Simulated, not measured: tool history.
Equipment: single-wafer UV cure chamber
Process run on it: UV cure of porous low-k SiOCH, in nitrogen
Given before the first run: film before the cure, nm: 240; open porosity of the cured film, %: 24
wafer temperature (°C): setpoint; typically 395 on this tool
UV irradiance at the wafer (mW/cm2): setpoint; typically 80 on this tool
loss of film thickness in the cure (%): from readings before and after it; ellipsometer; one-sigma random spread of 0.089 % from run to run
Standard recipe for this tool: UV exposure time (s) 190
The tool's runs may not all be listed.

| run | hour | wafer temperature (°C) | UV exposure time (s) | UV irradiance at the wafer (mW/cm2) | loss of film thickness in the cure (%) |
|---|---|---|---|---|---|
| 1 | 0 | 395 | 190 | 80 | 8.343 |
| 2 | 14.9 | 395 | 190 | 80 | 8.301 |
| 3 | 27.6 | 395 | 225 | 80 | 9.088 |
| 4 | 41.8 | 389 | 190 | 80 | 8.093 |
| 5 | 52.9 | 389 | 190 | 80 | 8.087 |
| 6 | 62.4 | 395 | 190 | 80 | 8.242 |
| 7 | 70.5 | 395 | 190 | 80 | 8.186 |
| 8 | 83.4 | 395 | 190 | 80 | 8.253 |
| 9 | 100.1 | 395 | 190 | 80 | 8.01 |
| 10 | 109.3 | 395 | 190 | 80 | 8.124 |
| 11 | 120 | 395 | 190 | 80 | 8.167 |
| 12 | 171.4 | 395 | 100 | 80 | 5.443 |
|  | 224.3 | quartz window cleaned |
| 13 | 224.8 | 395 | 100 | 80 | 6.091 |
| 14 | 226.8 | 385 | 110 | 57 | 4.998 |
| 15 | 242.7 | 395 | 190 | 80 | 8.827 |
| 16 | 254.7 | 395 | 190 | 80 | 8.86 |
|  | 264.3 | UV bulbs replaced |
| 17 | 265.7 | 395 | 190 | 80 | 10.96 |
| 18 | 282.2 | 390 | 190 | 80 | 10.885 |
| 19 | 289.2 | 407 | 275 | 80 | 12.847 |
| 20 | 296.5 | 395 | 140 | 63 | 8.45 |
| 21 | 303.1 | 395 | 155 | 107 | 11.282 |
| 22 | 313 | 395 | 145 | 80 | 9.513 |
| 23 | 328.6 | 395 | 190 | 80 | 10.718 |
| 24 | 336.7 | 395 | 190 | 80 | 10.747 |
| 25 | 347.9 | 408 | 120 | 107 | 10.175 |
| 26 | 356.5 | 395 | 190 | 80 | 10.529 |
| 27 | 364.3 | 395 | 270 | 65 | 11.216 |

How would selected steps in loss of film thickness in the cure (%) from run to run divide? Give the signed amount a tool lacking its hidden state would still show from settings, what came in and random variation, and the signed amount left for the hidden state, including any gauge scatter that is not in both of the compared results.
The hidden state here: lamp output below its setpoint, %; transmission lost against a clean window, %.
Run 12 -> 13: quartz window cleaned. loss of film thickness in the cure (%) +0.648: hidden state +0.682, all else -0.034.
Run 14 -> 15: wafer temperature (°C) 385 -> 395, UV exposure time (s) 110 -> 190, UV irradiance at the wafer (mW/cm2) 57 -> 80. loss of film thickness in the cure (%) +3.829: hidden state -0.343, all else +4.172.
Run 16 -> 17: UV bulbs replaced. loss of film thickness in the cure (%) +2.1: hidden state +2.214, all else -0.114.
Run 19 -> 20: wafer temperature (°C) 407 -> 395, UV exposure time (s) 275 -> 140, UV irradiance at the wafer (mW/cm2) 80 -> 63. loss of film thickness in the cure (%) -4.397: hidden state -0.01, all else -4.387.
